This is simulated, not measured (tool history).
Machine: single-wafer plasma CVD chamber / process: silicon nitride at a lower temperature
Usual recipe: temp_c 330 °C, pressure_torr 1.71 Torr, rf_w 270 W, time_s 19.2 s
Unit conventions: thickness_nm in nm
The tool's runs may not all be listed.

run,hour,temp_c,pressure_torr,rf_w,time_s,"read-back reference wafer on the same gauge, thickness_nm",thickness_nm
1,0.0,320,1.71,270,19.2,23.812,21.969
2,15.9,320,1.71,270,19.2,23.797,21.934
3,25.9,320,1.71,270,19.2,23.798,21.974
4,40.4,330,1.71,270,19.2,23.799,21.830
5,47.9,330,1.71,270,19.2,23.805,21.834
6,64.2,330,1.71,270,19.2,23.807,21.866
7,79.4,339,1.44,270,19.2,23.804,19.861
# hour 95.9: thermocouple changed; heater temperature recalibrated
8,96.4,339,1.44,270,19.2,23.802,19.822
9,110.1,330,2.02,270,19.2,23.804,23.277
10,124.0,330,1.71,270,19.2,23.798,21.712
11,133.1,330,1.71,270,19.2,23.796,21.765
# hour 145.2: RF generator calibrated
# hour 153.9: showerhead replaced
# hour 169.2: gauge calibrated
12,170.7,337,1.71,245,20.2,23.800,22.271
13,178.3,324,1.71,300,21.0,23.797,27.128
14,193.3,330,1.71,270,19.2,23.790,22.872
# hour 204.3: capacitance manometer re-zeroed and calibrated
15,214.7,341,1.71,270,16.5,23.798,19.584
16,228.0,343,1.71,240,22.4,23.804,24.260
17,237.3,330,2.04,220,19.2,23.803,21.052
18,248.9,330,1.71,270,19.2,23.799,22.795
19,265.3,323,2.07,225,17.5,23.803,19.655
20,274.6,320,1.71,270,19.2,23.806,22.923
21,285.5,341,2.11,300,16.9,23.800,23.462
22,299.2,330,1.71,270,19.2,23.796,22.802
23,312.2,330,1.71,270,22.5,23.802,26.623

Each row is a separate what-if for the run after 23, all from the same tool condition, not one after another. Results?
A,312.6,330,1.71,270,19.2,?,?
B,312.6,330,1.91,270,21.7,?,?
C,312.6,330,1.87,315,16.1,?,?
D,312.6,330,1.71,270,23.0,?,?
E,312.6,323,1.30,270,19.2,?,?

run,"read-back reference wafer on the same gauge, thickness_nm",thickness_nm
A,23.807,22.750
B,23.807,26.981
C,23.807,22.194
D,23.807,27.241
E,23.807,19.593
Without the tool's unlogged condition, the same runs would have read:
run,thickness_nm
A,23.054
B,27.341
C,22.472
D,27.605
E,19.855

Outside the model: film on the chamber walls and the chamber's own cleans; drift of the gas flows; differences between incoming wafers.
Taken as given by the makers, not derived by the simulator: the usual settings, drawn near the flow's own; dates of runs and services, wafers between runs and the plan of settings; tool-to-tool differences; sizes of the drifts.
